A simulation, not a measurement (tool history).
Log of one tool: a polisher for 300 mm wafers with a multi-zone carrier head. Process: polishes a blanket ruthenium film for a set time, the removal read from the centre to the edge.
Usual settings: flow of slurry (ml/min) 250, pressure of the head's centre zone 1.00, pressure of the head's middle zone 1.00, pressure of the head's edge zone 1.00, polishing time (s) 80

run   hour  flow of slurry (ml/min)  pressure of the head's centre zone  pressure of the head's middle zone  pressure of the head's edge zone  polishing time (s)  incoming thickness of the incoming film, nm  film removed at the wafer's centre (angstrom)  film removed at mid-radius (angstrom)  film removed at the wafer's edge (angstrom)
  1    0.0                      250                                0.95                                0.94                              0.92                  80                                        495.6                                            793                                    795                                          824
  2   12.5                      250                                1.12                                1.00                              1.09                  80                                        500.2                                            907                                    823                                          872
      23.5  -- slurry nozzle cleaned
  3   28.4                      190                                1.11                                1.04                              1.06                  80                                        496.7                                            967                                    904                                          881
  4   38.0                      250                                0.97                                1.00                              1.00                  80                                        495.3                                            886                                    903                                          872
  5   48.6                      250                                1.00                                1.00                              1.00                  80                                        506.6                                            889                                    906                                          884
  6   57.6                      250                                0.97                                1.00                              1.00                  80                                        502.4                                            878                                    883                                          878
  7   66.2                      250                                1.00                                1.09                              0.89                  80                                        506.3                                            909                                    963                                          811
  8   73.0                      315                                1.00                                1.10                              1.00                  99                                        492.5                                           1160                                   1237                                         1117
  9   85.3                      250                                0.89                                1.00                              1.00                  80                                        495.6                                            806                                    875                                          883
 10  103.2                      250                                1.00                                1.00                              1.00                  93                                        502.6                                           1026                                   1043                                         1031
     120.3  -- worn pad replaced by a new one
 11  120.9                      335                                0.89                                0.89                              1.00                  66                                        492.6                                            698                                    681                                          734
     131.5  -- centre zone pressure recalibrated
 12  134.6                      175                                1.00                                1.00                              1.00                 107                                        503.0                                           1133                                   1125                                         1129
 13  148.4                      250                                1.00                                1.00                              1.00                  80                                        501.0                                            895                                    897                                          846
 14  156.0                      250                                1.00                                0.90                              0.94                  70                                        494.8                                            760                                    703                                          743
 15  169.0                      185                                1.00                                1.00                              1.10                  57                                        490.5                                            620                                    616                                          626
 16  211.7                      340                                0.92                                1.00                              0.95                  80                                        503.8                                            870                                    907                                          883
 17  220.7                      250                                1.00                                1.00                              1.00                  80                                        493.3                                            893                                    891                                          893
 18  255.4                      180                                1.00                                1.11                              0.95                  80                                        493.2                                            843                                    920                                          820
     263.2  -- worn pad replaced by a new one
 19  265.4                      250                                1.00                                1.05                              1.00                  80                                        505.1                                            880                                    924                                          873
 20  281.1                      250                                0.93                                1.04                              1.05                  95                                        493.3                                            995                                   1091                                         1068
 21  291.8                      335                                1.00                                1.00                              1.00                  80                                        496.5                                            909                                    918                                          879
 22  309.6                      250                                1.00                                1.00                              1.00                  80                                        509.2                                            900                                    884                                          858

Forecast each of these 5 alternatives for the next run:
  A  310.0                      250                                1.00                                1.00                              1.00                  80                                        504.1                                              ?                                      ?                                            ?
  B  310.0                      180                                1.06                                1.04                              1.00                  80                                        504.1                                              ?                                      ?                                            ?
  C  310.0                      195                                1.00                                1.00                              1.00                  96                                        504.1                                              ?                                      ?                                            ?
  D  310.0                      280                                1.00                                1.00                              1.00                  65                                        504.1                                              ?                                      ?                                            ?
  E  310.0                      250                                1.07                                1.06                              1.00                  80                                        504.1                                              ?                                      ?                                            ?

run  film removed at the wafer's centre (angstrom)  film removed at mid-radius (angstrom)  film removed at the wafer's edge (angstrom)
  A                                            901                                    878                                          857
  B                                            901                                    868                                          829
  C                                           1042                                   1020                                         1004
  D                                            742                                    723                                          703
  E                                            955                                    922                                          857
Without the tool's hidden state the same runs would have given:
run  film removed at the wafer's centre (angstrom)  film removed at mid-radius (angstrom)  film removed at the wafer's edge (angstrom)
  A                                            919                                    894                                          869
  B                                            926                                    889                                          844
  C                                           1069                                   1043                                         1021
  D                                            756                                    735                                          712
  E                                            974                                    939                                          869

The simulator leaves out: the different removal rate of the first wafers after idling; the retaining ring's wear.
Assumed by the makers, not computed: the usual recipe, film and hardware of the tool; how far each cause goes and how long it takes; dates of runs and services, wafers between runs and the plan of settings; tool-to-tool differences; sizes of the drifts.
